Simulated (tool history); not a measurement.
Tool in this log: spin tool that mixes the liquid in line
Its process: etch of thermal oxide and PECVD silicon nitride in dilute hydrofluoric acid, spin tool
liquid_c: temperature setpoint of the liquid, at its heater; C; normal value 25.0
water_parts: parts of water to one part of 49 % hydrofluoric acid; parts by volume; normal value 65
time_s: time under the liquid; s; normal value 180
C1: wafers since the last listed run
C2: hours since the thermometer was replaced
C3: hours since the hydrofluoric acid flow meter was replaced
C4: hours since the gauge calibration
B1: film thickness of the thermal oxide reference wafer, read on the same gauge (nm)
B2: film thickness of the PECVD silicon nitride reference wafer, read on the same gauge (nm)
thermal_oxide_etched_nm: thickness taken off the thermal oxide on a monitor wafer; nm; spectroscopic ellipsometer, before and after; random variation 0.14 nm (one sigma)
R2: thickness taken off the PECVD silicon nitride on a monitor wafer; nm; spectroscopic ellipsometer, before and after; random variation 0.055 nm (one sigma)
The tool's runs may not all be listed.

run 1 hour=0.0 | liquid_c=25.0 water_parts=65 time_s=180 | C1=0 C2=1991.0 C3=642.8 C4=680.8 | B1=50.01 B2=40.00 | thermal_oxide_etched_nm=15.92 R2=15.50
run 2 hour=41.1 | liquid_c=25.0 water_parts=45 time_s=180 | C1=355 C2=2032.1 C3=683.9 C4=721.9 | B1=49.98 B2=40.00 | thermal_oxide_etched_nm=24.11 R2=22.26
run 3 hour=100.4 | liquid_c=23.0 water_parts=65 time_s=180 | C1=513 C2=2091.4 C3=743.2 C4=781.2 | B1=49.99 B2=40.00 | thermal_oxide_etched_nm=14.76 R2=13.51
-- hour=216.7 thermometer replaced
run 4 hour=349.6 | liquid_c=25.0 water_parts=65 time_s=180 | C1=2149 C2=132.9 C3=992.4 C4=1030.4 | B1=49.99 B2=40.02 | thermal_oxide_etched_nm=16.46 R2=15.76
run 5 hour=426.8 | liquid_c=25.0 water_parts=45 time_s=260 | C1=668 C2=210.1 C3=1069.6 C4=1107.6 | B1=49.96 B2=40.01 | thermal_oxide_etched_nm=34.98 R2=32.80
run 6 hour=522.7 | liquid_c=25.0 water_parts=75 time_s=285 | C1=830 C2=306.0 C3=1165.5 C4=1203.5 | B1=50.00 B2=40.02 | thermal_oxide_etched_nm=22.75 R2=21.87
run 7 hour=601.6 | liquid_c=25.0 water_parts=45 time_s=180 | C1=683 C2=384.9 C3=1244.4 C4=1282.4 | B1=50.02 B2=40.00 | thermal_oxide_etched_nm=24.63 R2=22.78
run 8 hour=651.2 | liquid_c=25.0 water_parts=35 time_s=235 | C1=429 C2=434.5 C3=1294.0 C4=1332.0 | B1=49.99 B2=39.99 | thermal_oxide_etched_nm=41.71 R2=38.04
run 9 hour=758.6 | liquid_c=22.5 water_parts=65 time_s=180 | C1=929 C2=541.9 C3=1401.4 C4=1439.4 | B1=49.98 B2=39.99 | thermal_oxide_etched_nm=14.97 R2=13.63
run 10 hour=863.1 | liquid_c=25.0 water_parts=65 time_s=180 | C1=904 C2=646.4 C3=1505.9 C4=1543.9 | B1=49.97 B2=40.00 | thermal_oxide_etched_nm=16.57 R2=16.14
run 11 hour=925.1 | liquid_c=25.0 water_parts=35 time_s=180 | C1=536 C2=708.4 C3=1567.9 C4=1605.9 | B1=50.00 B2=40.00 | thermal_oxide_etched_nm=32.08 R2=29.79
-- hour=977.0 hydrofluoric acid flow meter replaced
run 12 hour=991.3 | liquid_c=25.0 water_parts=65 time_s=180 | C1=564 C2=774.6 C3=14.3 C4=1672.1 | B1=49.99 B2=39.99 | thermal_oxide_etched_nm=15.56 R2=14.91
run 13 hour=1069.0 | liquid_c=27.0 water_parts=80 time_s=180 | C1=672 C2=852.3 C3=92.0 C4=1749.8 | B1=49.97 B2=40.00 | thermal_oxide_etched_nm=13.38 R2=13.86
run 14 hour=1143.8 | liquid_c=29.5 water_parts=45 time_s=180 | C1=647 C2=927.1 C3=166.8 C4=1824.6 | B1=49.98 B2=39.98 | thermal_oxide_etched_nm=27.74 R2=29.04
run 15 hour=1242.8 | liquid_c=29.0 water_parts=90 time_s=95 | C1=857 C2=1026.1 C3=265.8 C4=1923.6 | B1=50.00 B2=39.97 | thermal_oxide_etched_nm=6.82 R2=7.44
run 16 hour=1327.1 | liquid_c=25.0 water_parts=65 time_s=180 | C1=729 C2=1110.4 C3=350.1 C4=2007.9 | B1=50.02 B2=39.99 | thermal_oxide_etched_nm=15.50 R2=15.10
run 17 hour=1381.8 | liquid_c=23.5 water_parts=65 time_s=280 | C1=473 C2=1165.1 C3=404.8 C4=2062.6 | B1=50.01 B2=39.99 | thermal_oxide_etched_nm=23.30 R2=21.27
run 18 hour=1468.1 | liquid_c=25.0 water_parts=65 time_s=225 | C1=747 C2=1251.4 C3=491.1 C4=2148.9 | B1=50.00 B2=39.99 | thermal_oxide_etched_nm=19.74 R2=18.99
run 19 hour=1542.8 | liquid_c=23.0 water_parts=65 time_s=215 | C1=646 C2=1326.1 C3=565.8 C4=2223.6 | B1=49.99 B2=40.00 | thermal_oxide_etched_nm=17.48 R2=16.03
run 20 hour=1618.3 | liquid_c=29.5 water_parts=50 time_s=180 | C1=653 C2=1401.6 C3=641.3 C4=2299.1 | B1=50.01 B2=39.99 | thermal_oxide_etched_nm=24.88 R2=26.76
run 21 hour=1668.3 | liquid_c=25.0 water_parts=65 time_s=135 | C1=432 C2=1451.6 C3=691.3 C4=2349.1 | B1=50.03 B2=40.00 | thermal_oxide_etched_nm=12.00 R2=11.54
run 22 hour=1709.5 | liquid_c=22.0 water_parts=50 time_s=85 | C1=356 C2=1492.8 C3=732.5 C4=2390.3 | B1=49.96 B2=40.01 | thermal_oxide_etched_nm=8.83 R2=7.67
run 23 hour=1749.4 | liquid_c=25.0 water_parts=65 time_s=180 | C1=345 C2=1532.7 C3=772.4 C4=2430.2 | B1=50.02 B2=40.02 | thermal_oxide_etched_nm=16.03 R2=15.48
run 24 hour=1788.3 | liquid_c=25.0 water_parts=65 time_s=180 | C1=336 C2=1571.6 C3=811.3 C4=2469.1 | B1=50.01 B2=39.99 | thermal_oxide_etched_nm=16.05 R2=15.49
run 25 hour=1849.8 | liquid_c=28.5 water_parts=40 time_s=230 | C1=532 C2=1633.1 C3=872.8 C4=2530.6 | B1=49.99 B2=40.02 | thermal_oxide_etched_nm=40.15 R2=40.28
run 26 hour=1916.7 | liquid_c=26.5 water_parts=35 time_s=135 | C1=579 C2=1700.0 C3=939.7 C4=2597.5 | B1=50.03 B2=39.98 | thermal_oxide_etched_nm=25.36 R2=23.78

Predict each of these 4 candidate next runs independently; none follows another, all start after run 26:
run A hour=1917.2 | liquid_c=26.5 water_parts=65 time_s=180 | C1=4 C2=1700.5 C3=940.2 C4=2598.0 | B1=? B2=? | thermal_oxide_etched_nm=? R2=?
run B hour=1917.2 | liquid_c=25.0 water_parts=65 time_s=90 | C1=4 C2=1700.5 C3=940.2 C4=2598.0 | B1=? B2=? | thermal_oxide_etched_nm=? R2=?
run C hour=1917.2 | liquid_c=27.0 water_parts=55 time_s=110 | C1=4 C2=1700.5 C3=940.2 C4=2598.0 | B1=? B2=? | thermal_oxide_etched_nm=? R2=?
run D hour=1917.2 | liquid_c=29.0 water_parts=75 time_s=100 | C1=4 C2=1700.5 C3=940.2 C4=2598.0 | B1=? B2=? | thermal_oxide_etched_nm=? R2=?

run=A B1=50.00 B2=40.01 thermal_oxide_etched_nm=17.43 R2=17.26
run=B B1=50.00 B2=40.01 thermal_oxide_etched_nm=8.20 R2=7.82
run=C B1=50.00 B2=40.01 thermal_oxide_etched_nm=13.01 R2=12.85
run=D B1=50.00 B2=40.01 thermal_oxide_etched_nm=9.14 R2=9.79
Stripped of hidden state, with their random variation kept, the same runs would have yielded:
run=A thermal_oxide_etched_nm=16.30 R2=16.24
run=B thermal_oxide_etched_nm=7.67 R2=7.36
run=C thermal_oxide_etched_nm=12.18 R2=12.10
run=D thermal_oxide_etched_nm=8.53 R2=9.21

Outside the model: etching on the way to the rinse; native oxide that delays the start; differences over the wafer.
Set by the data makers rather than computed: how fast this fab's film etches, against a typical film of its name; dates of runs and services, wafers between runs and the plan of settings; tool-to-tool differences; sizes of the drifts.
